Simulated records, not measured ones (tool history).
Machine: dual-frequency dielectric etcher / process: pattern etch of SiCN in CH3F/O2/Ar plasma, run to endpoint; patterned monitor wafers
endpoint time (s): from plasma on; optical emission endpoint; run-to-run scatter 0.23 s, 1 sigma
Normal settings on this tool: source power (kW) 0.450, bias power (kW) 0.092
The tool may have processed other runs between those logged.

| run | hour | source power (kW) | bias power (kW) | incoming incoming film thickness, nm | endpoint time (s) |
|---|---|---|---|---|---|
| 1 | 0.0 | 0.450 | 0.092 | 12.23 | 30.1 |
| 2 | 64.5 | 0.450 | 0.092 | 12.26 | 30.1 |
| 3 | 134.8 | 0.450 | 0.092 | 12.15 | 30.1 |
| 4 | 201.0 | 0.450 | 0.092 | 12.27 | 30.3 |
| 5 | 259.1 | 0.450 | 0.092 | 12.20 | 30.7 |
|  | 341.2 | wet clean of the chamber |
| 6 | 384.9 | 0.450 | 0.092 | 12.23 | 29.6 |
| 7 | 429.8 | 0.380 | 0.101 | 12.27 | 29.4 |

Run 8 has not been measured yet. What should we expect?
|  | 455.7 | upper electrode replaced |
| 8 | 499.7 | 0.450 | 0.092 | 12.10 | ? |

For run 8 the tool returned endpoint time (s) 29.7.
Minus the tool's unlogged condition, the same run would have read endpoint time (s) 29.2.
